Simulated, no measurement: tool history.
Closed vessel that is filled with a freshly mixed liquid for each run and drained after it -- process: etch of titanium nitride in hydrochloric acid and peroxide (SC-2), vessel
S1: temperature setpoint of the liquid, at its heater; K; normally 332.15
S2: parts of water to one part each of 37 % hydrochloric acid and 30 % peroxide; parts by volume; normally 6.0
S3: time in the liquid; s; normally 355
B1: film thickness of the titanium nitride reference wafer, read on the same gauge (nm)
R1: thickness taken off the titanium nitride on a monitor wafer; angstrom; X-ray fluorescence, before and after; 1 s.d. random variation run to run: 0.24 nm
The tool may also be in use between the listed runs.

run	day	S1	S2	S3	B1	R1
1	0.000	332.15	4.0	355	48.55	522.9
2	3.742	332.15	6.0	355	48.34	392.0
3	6.925	332.15	6.0	280	48.15	307.4
4	9.883	332.15	6.0	280	47.98	303.1
5	14.367	332.15	6.0	280	47.68	302.3
# day 14.450: new drum of peroxide connected
6	16.896	332.15	7.5	355	47.51	323.4
7	19.404	332.15	7.5	355	47.36	323.0
# day 21.646: gauge calibrated
8	22.362	329.15	6.0	355	49.64	332.6
9	26.208	329.15	6.0	355	49.65	330.9
10	30.508	330.15	6.0	355	49.59	353.8
# day 31.325: chemicals flow meter replaced
11	32.754	325.15	6.0	355	49.61	256.0
12	37.150	332.15	6.0	445	49.55	507.0
13	38.742	332.15	6.0	355	49.54	403.5
# day 40.792: thermometer replaced
14	41.354	324.65	4.0	255	49.51	234.6
15	43.742	332.15	6.0	280	49.45	315.9
16	47.021	326.15	8.5	230	49.42	134.5
# day 47.600: new drum of peroxide connected
17	49.479	337.15	6.0	355	49.34	548.9
18	53.292	323.15	6.0	355	49.28	225.1
19	56.754	332.15	6.0	275	49.16	305.0
20	58.296	332.15	6.0	355	49.16	401.7
21	62.050	332.15	6.0	355	49.06	396.5
22	65.079	332.15	6.0	240	48.95	271.3
23	67.796	332.15	8.5	300	48.87	252.5
24	70.121	342.15	4.0	195	48.79	528.9
25	73.575	332.15	6.0	355	48.64	393.7
26	75.704	329.65	6.0	495	48.57	467.0
27	77.662	332.15	6.0	355	48.48	386.8
28	80.125	323.65	8.5	210	48.39	102.1

Alternative continuations, all from the tool just after run 28; predict every row:
A	80.154	339.65	6.0	355	?	?
B	80.154	327.65	8.5	355	?	?
C	80.154	342.15	6.0	355	?	?
D	80.154	338.15	8.5	565	?	?
E	80.154	327.65	6.0	470	?	?

run	B1	R1
A	48.37	627.0
B	48.37	225.5
C	48.37	728.3
D	48.37	694.2
E	48.37	391.8
Had the tool no hidden state, the same runs would have come out as:
run	R1
A	648.0
B	233.0
C	752.7
D	717.5
E	404.9
